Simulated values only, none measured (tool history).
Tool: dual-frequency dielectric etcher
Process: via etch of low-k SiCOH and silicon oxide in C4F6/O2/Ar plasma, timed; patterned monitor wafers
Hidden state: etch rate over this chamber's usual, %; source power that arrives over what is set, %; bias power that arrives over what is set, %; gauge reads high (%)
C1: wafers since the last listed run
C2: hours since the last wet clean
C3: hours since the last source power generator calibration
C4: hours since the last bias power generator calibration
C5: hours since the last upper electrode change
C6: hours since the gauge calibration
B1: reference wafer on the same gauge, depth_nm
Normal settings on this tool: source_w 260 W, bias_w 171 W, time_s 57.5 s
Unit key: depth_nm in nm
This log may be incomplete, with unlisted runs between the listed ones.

run 1 hour=0 | source_w=260 bias_w=171 time_s=57.5 | C1=0 C2=200.4 C3=923.3 C4=4009.1 C5=2976.6 C6=1427.8 | B1=136 | depth_nm=124.4
run 2 hour=51.2 | source_w=260 bias_w=171 time_s=57.5 | C1=804 C2=251.6 C3=974.5 C4=4060.3 C5=3027.8 C6=1479 | B1=135.7 | depth_nm=123.8
run 3 hour=133.2 | source_w=260 bias_w=171 time_s=57.5 | C1=1288 C2=333.6 C3=1056.5 C4=4142.3 C5=3109.8 C6=1561 | B1=135.2 | depth_nm=124
-- hour=213.4 wet clean of the chamber
run 4 hour=213.9 | source_w=260 bias_w=171 time_s=57.5 | C1=890 C2=0.5 C3=1137.2 C4=4223 C5=3190.5 C6=1641.7 | B1=134.6 | depth_nm=123.5
run 5 hour=311.5 | source_w=260 bias_w=171 time_s=57.5 | C1=1533 C2=98.1 C3=1234.8 C4=4320.6 C5=3288.1 C6=1739.3 | B1=134.2 | depth_nm=124.4
run 6 hour=391.4 | source_w=260 bias_w=171 time_s=57.5 | C1=1255 C2=178 C3=1314.7 C4=4400.5 C5=3368 C6=1819.2 | B1=134 | depth_nm=123.2
-- hour=448.5 source power generator calibrated
run 7 hour=483.1 | source_w=260 bias_w=171 time_s=57.5 | C1=1377 C2=269.7 C3=34.6 C4=4492.2 C5=3459.7 C6=1910.9 | B1=133.3 | depth_nm=124.1
run 8 hour=563.3 | source_w=260 bias_w=171 time_s=57.5 | C1=1259 C2=349.9 C3=114.8 C4=4572.4 C5=3539.9 C6=1991.1 | B1=133 | depth_nm=122.6
run 9 hour=652.9 | source_w=260 bias_w=171 time_s=62.5 | C1=1407 C2=439.5 C3=204.4 C4=4662 C5=3629.5 C6=2080.7 | B1=132.1 | depth_nm=133
-- hour=720.9 wet clean of the chamber
run 10 hour=728.1 | source_w=220 bias_w=171 time_s=57.5 | C1=804 C2=7.2 C3=279.6 C4=4737.2 C5=3704.7 C6=2155.9 | B1=131.4 | depth_nm=111
-- hour=737.3 bias power generator calibrated
run 11 hour=810.2 | source_w=260 bias_w=156 time_s=54 | C1=1226 C2=89.3 C3=361.7 C4=72.9 C5=3786.8 C6=2238 | B1=131.1 | depth_nm=107.9
-- hour=845.7 gauge calibrated
run 12 hour=914.6 | source_w=260 bias_w=156 time_s=54 | C1=1640 C2=193.7 C3=466.1 C4=177.3 C5=3891.2 C6=68.9 | B1=139.4 | depth_nm=114.2
run 13 hour=987.3 | source_w=200 bias_w=171 time_s=57.5 | C1=1142 C2=266.4 C3=538.8 C4=250 C5=3963.9 C6=141.6 | B1=139.5 | depth_nm=112.4
run 14 hour=1037.8 | source_w=280 bias_w=213 time_s=52 | C1=793 C2=316.9 C3=589.3 C4=300.5 C5=4014.4 C6=192.1 | B1=139.2 | depth_nm=134.1
-- hour=1113.7 wet clean of the chamber
run 15 hour=1128.6 | source_w=260 bias_w=156 time_s=54 | C1=1049 C2=14.9 C3=680.1 C4=391.3 C5=4105.2 C6=282.9 | B1=139 | depth_nm=113.7
run 16 hour=1205 | source_w=300 bias_w=148 time_s=57.5 | C1=1200 C2=91.3 C3=756.5 C4=467.7 C5=4181.6 C6=359.3 | B1=139.2 | depth_nm=125.9

The next listed run, before its measurement:
-- hour=1276.3 upper electrode replaced
run 17 hour=1310.9 | source_w=230 bias_w=160 time_s=57.5 | C1=1286 C2=197.2 C3=862.4 C4=573.6 C5=34.6 C6=465.2 | B1=? | depth_nm=?

B1: 139.1
depth_nm: 116.2 nm
On a tool with no hidden condition, and with the same random variation, this run would have come out at depth_nm 116.2 nm.

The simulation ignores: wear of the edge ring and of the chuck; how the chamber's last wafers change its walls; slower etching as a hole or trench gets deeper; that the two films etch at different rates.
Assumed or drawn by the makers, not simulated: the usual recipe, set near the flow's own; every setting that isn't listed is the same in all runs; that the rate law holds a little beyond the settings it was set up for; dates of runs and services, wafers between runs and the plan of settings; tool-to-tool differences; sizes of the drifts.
